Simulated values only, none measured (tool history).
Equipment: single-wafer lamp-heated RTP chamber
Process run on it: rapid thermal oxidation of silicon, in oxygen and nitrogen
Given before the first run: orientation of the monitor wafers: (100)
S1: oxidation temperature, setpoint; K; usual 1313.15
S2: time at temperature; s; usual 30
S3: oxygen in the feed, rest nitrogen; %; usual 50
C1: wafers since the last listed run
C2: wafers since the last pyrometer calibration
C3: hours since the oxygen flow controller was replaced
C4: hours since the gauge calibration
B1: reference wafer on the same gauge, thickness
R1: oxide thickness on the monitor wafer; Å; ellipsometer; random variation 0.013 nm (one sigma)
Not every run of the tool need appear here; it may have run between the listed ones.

run 1 hour=0.0 | S1=1313.15 S2=30 S3=50 | C1=0 C2=4289 C3=6965.9 C4=463.1 | B1=4.400 | R1=49.78
run 2 hour=30.9 | S1=1313.15 S2=30 S3=50 | C1=208 C2=4497 C3=6996.8 C4=494.0 | B1=4.398 | R1=50.00
run 3 hour=57.2 | S1=1313.15 S2=30 S3=50 | C1=177 C2=4674 C3=7023.1 C4=520.3 | B1=4.397 | R1=49.80
run 4 hour=79.9 | S1=1313.15 S2=30 S3=50 | C1=152 C2=4827 C3=7045.8 C4=543.0 | B1=4.399 | R1=49.68
run 5 hour=178.0 | S1=1313.15 S2=37 S3=50 | C1=660 C2=5487 C3=7143.9 C4=641.1 | B1=4.400 | R1=54.37
run 6 hour=200.3 | S1=1313.15 S2=30 S3=40 | C1=150 C2=5638 C3=7166.2 C4=663.4 | B1=4.404 | R1=46.47
run 7 hour=214.2 | S1=1313.15 S2=30 S3=40 | C1=93 C2=5731 C3=7180.1 C4=677.3 | B1=4.399 | R1=46.51
run 8 hour=248.3 | S1=1313.15 S2=30 S3=50 | C1=229 C2=5961 C3=7214.2 C4=711.4 | B1=4.400 | R1=50.00
run 9 hour=273.7 | S1=1305.15 S2=30 S3=50 | C1=171 C2=6132 C3=7239.6 C4=736.8 | B1=4.402 | R1=47.53
run 10 hour=292.8 | S1=1313.15 S2=21 S3=67 | C1=128 C2=6260 C3=7258.7 C4=755.9 | B1=4.403 | R1=47.90
run 11 hour=309.0 | S1=1313.15 S2=21 S3=67 | C1=109 C2=6369 C3=7274.9 C4=772.1 | B1=4.401 | R1=47.79
run 12 hour=341.3 | S1=1313.15 S2=30 S3=74 | C1=217 C2=6587 C3=7307.2 C4=804.4 | B1=4.399 | R1=57.07
run 13 hour=376.1 | S1=1313.15 S2=30 S3=74 | C1=234 C2=6821 C3=7342.0 C4=839.2 | B1=4.400 | R1=57.14
-- hour=411.8 oxygen flow controller replaced
run 14 hour=412.3 | S1=1313.15 S2=30 S3=74 | C1=189 C2=7011 C3=0.5 C4=875.4 | B1=4.397 | R1=57.30
run 15 hour=436.2 | S1=1313.15 S2=39 S3=50 | C1=160 C2=7172 C3=24.4 C4=899.3 | B1=4.399 | R1=56.15
run 16 hour=459.5 | S1=1331.15 S2=38 S3=76 | C1=156 C2=7329 C3=47.7 C4=922.6 | B1=4.397 | R1=72.07
run 17 hour=479.5 | S1=1313.15 S2=37 S3=50 | C1=134 C2=7464 C3=67.7 C4=942.6 | B1=4.400 | R1=54.62
-- hour=500.7 pyrometer window cleaned and pyrometer calibrated
run 18 hour=508.9 | S1=1313.15 S2=30 S3=50 | C1=144 C2=55 C3=97.1 C4=972.0 | B1=4.401 | R1=48.48
-- hour=509.9 gauge calibrated
run 19 hour=543.4 | S1=1287.15 S2=30 S3=66 | C1=232 C2=287 C3=131.6 C4=33.5 | B1=4.402 | R1=45.01
run 20 hour=575.0 | S1=1324.15 S2=20 S3=59 | C1=212 C2=500 C3=163.2 C4=65.1 | B1=4.396 | R1=47.13
run 21 hour=593.1 | S1=1299.15 S2=24 S3=77 | C1=121 C2=622 C3=181.3 C4=83.2 | B1=4.403 | R1=47.25
run 22 hour=627.7 | S1=1323.15 S2=36 S3=70 | C1=232 C2=855 C3=215.9 C4=117.8 | B1=4.398 | R1=63.69
run 23 hour=645.9 | S1=1333.15 S2=30 S3=74 | C1=122 C2=977 C3=234.1 C4=136.0 | B1=4.399 | R1=63.70
run 24 hour=677.7 | S1=1334.15 S2=19 S3=38 | C1=214 C2=1191 C3=265.9 C4=167.8 | B1=4.400 | R1=42.70
run 25 hour=694.4 | S1=1284.15 S2=30 S3=50 | C1=112 C2=1304 C3=282.6 C4=184.5 | B1=4.400 | R1=40.67
run 26 hour=714.8 | S1=1331.15 S2=21 S3=50 | C1=137 C2=1441 C3=303.0 C4=204.9 | B1=4.400 | R1=47.96
run 27 hour=801.6 | S1=1340.15 S2=24 S3=50 | C1=584 C2=2026 C3=389.8 C4=291.7 | B1=4.397 | R1=54.07
run 28 hour=835.6 | S1=1313.15 S2=30 S3=50 | C1=228 C2=2254 C3=423.8 C4=325.7 | B1=4.400 | R1=49.45
run 29 hour=865.2 | S1=1313.15 S2=30 S3=50 | C1=199 C2=2454 C3=453.4 C4=355.3 | B1=4.402 | R1=49.66

Below are 5 alternative next runs, each starting from the tool's condition after run 29. Predict each:
run A hour=865.7 | S1=1313.15 S2=30 S3=50 | C1=3 C2=2457 C3=453.9 C4=355.8 | B1=? | R1=?
run B hour=865.7 | S1=1339.15 S2=30 S3=50 | C1=3 C2=2457 C3=453.9 C4=355.8 | B1=? | R1=?
run C hour=865.7 | S1=1335.15 S2=17 S3=74 | C1=3 C2=2457 C3=453.9 C4=355.8 | B1=? | R1=?
run D hour=865.7 | S1=1297.15 S2=19 S3=78 | C1=3 C2=2457 C3=453.9 C4=355.8 | B1=? | R1=?
run E hour=865.7 | S1=1313.15 S2=40 S3=65 | C1=3 C2=2457 C3=453.9 C4=355.8 | B1=? | R1=?

run=A B1=4.403 R1=49.58
run=B B1=4.403 R1=58.82
run=C B1=4.403 R1=51.95
run=D B1=4.403 R1=43.05
run=E B1=4.403 R1=61.22
Without the tool's unlogged condition, the same runs would have read:
run=A R1=48.46
run=B R1=57.50
run=C R1=50.79
run=D R1=42.09
run=E R1=59.78
